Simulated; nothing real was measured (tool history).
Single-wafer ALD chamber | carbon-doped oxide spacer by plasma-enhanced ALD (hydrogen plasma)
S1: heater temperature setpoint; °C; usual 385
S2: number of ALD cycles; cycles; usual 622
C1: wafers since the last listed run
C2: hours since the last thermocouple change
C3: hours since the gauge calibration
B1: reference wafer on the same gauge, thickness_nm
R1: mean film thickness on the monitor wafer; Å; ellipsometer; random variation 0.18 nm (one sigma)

run	day	S1	S2	C1	C2	C3	B1	R1
1	0.000	392	622	0	1342.4	74.5	35.818	324.88
2	0.317	385	622	6	1350.0	82.1	35.827	325.13
3	0.954	385	622	12	1365.3	97.4	35.744	324.70
4	1.529	385	622	11	1379.1	111.2	35.849	328.63
5	2.088	385	622	11	1392.5	124.6	35.803	322.10
6	2.667	397	544	11	1406.4	138.5	35.788	285.54
7	3.000	397	544	6	1414.4	146.5	35.769	282.86
8	3.392	385	704	7	1423.8	155.9	35.795	365.78
9	4.738	385	704	26	1456.1	188.2	35.830	371.44
10	5.304	385	704	11	1469.7	201.8	35.767	369.26
11	5.658	385	622	6	1478.2	210.3	35.810	326.18
12	6.350	385	622	13	1494.8	226.9	35.833	325.35
13	6.658	385	622	6	1502.2	234.3	35.783	325.22
14	7.350	385	622	13	1518.8	250.9	35.823	324.89
15	8.000	394	527	12	1534.4	266.5	35.789	277.84
16	8.262	394	527	5	1540.7	272.8	35.790	272.38
17	8.558	394	527	5	1547.8	279.9	35.786	273.93
18	9.192	385	622	12	1563.0	295.1	35.781	322.31
19	9.492	385	622	5	1570.2	302.3	35.789	326.90
20	10.046	385	622	10	1583.5	315.6	35.813	322.50
21	10.300	385	622	5	1589.6	321.7	35.772	326.99
22	10.879	385	622	11	1603.5	335.6	35.810	322.87
23	11.496	394	527	12	1618.3	350.4	35.816	276.99
24	11.779	396	681	5	1625.1	357.2	35.850	353.66
25	12.429	385	622	12	1640.7	372.8	35.788	325.74
26	12.712	379	575	5	1647.5	379.6	35.782	300.32
27	13.242	392	622	10	1660.2	392.3	35.818	327.54
# day 14.454: thermocouple changed; heater temperature recalibrated
28	15.475	380	585	37	24.5	445.9	35.773	305.44
29	16.200	397	535	14	41.9	463.3	35.808	277.64
# day 16.512: gauge calibrated
30	16.575	379	503	7	50.9	1.5	35.829	262.33
31	17.150	390	741	11	64.7	15.3	35.816	385.74
32	17.408	392	622	5	70.9	21.5	35.763	323.92
33	17.921	375	725	10	83.2	33.8	35.792	376.99
34	18.400	385	622	9	94.7	45.3	35.815	325.95
35	18.712	373	732	6	102.2	52.8	35.832	379.79
36	19.054	397	534	6	110.4	61.0	35.785	275.58
37	19.667	396	662	12	125.1	75.7	35.786	343.95
38	20.171	399	532	9	137.2	87.8	35.787	276.83
39	20.892	385	622	14	154.5	105.1	35.801	324.10
40	21.304	376	736	8	164.4	115.0	35.826	385.33
41	21.875	398	704	11	178.1	128.7	35.807	369.57
42	22.438	385	622	11	191.6	142.2	35.757	324.07
43	22.904	371	689	9	202.8	153.4	35.794	363.21
44	23.600	380	702	13	219.5	170.1	35.784	365.93
45	23.912	377	703	6	227.0	177.6	35.834	370.05
46	24.575	393	526	13	242.9	193.5	35.818	277.51

Forecast each of these 5 alternatives for the next run:
A	24.633	385	622	1	244.3	194.9	?	?
B	24.633	372	502	1	244.3	194.9	?	?
C	24.633	385	568	1	244.3	194.9	?	?
D	24.633	395	544	1	244.3	194.9	?	?
E	24.633	381	622	1	244.3	194.9	?	?

run	B1	R1
A	35.811	325.61
B	35.811	262.79
C	35.811	297.34
D	35.811	284.78
E	35.811	325.61
Without the tool's hidden state the same runs would have given:
run	R1
A	325.61
B	262.79
C	297.34
D	284.78
E	325.61
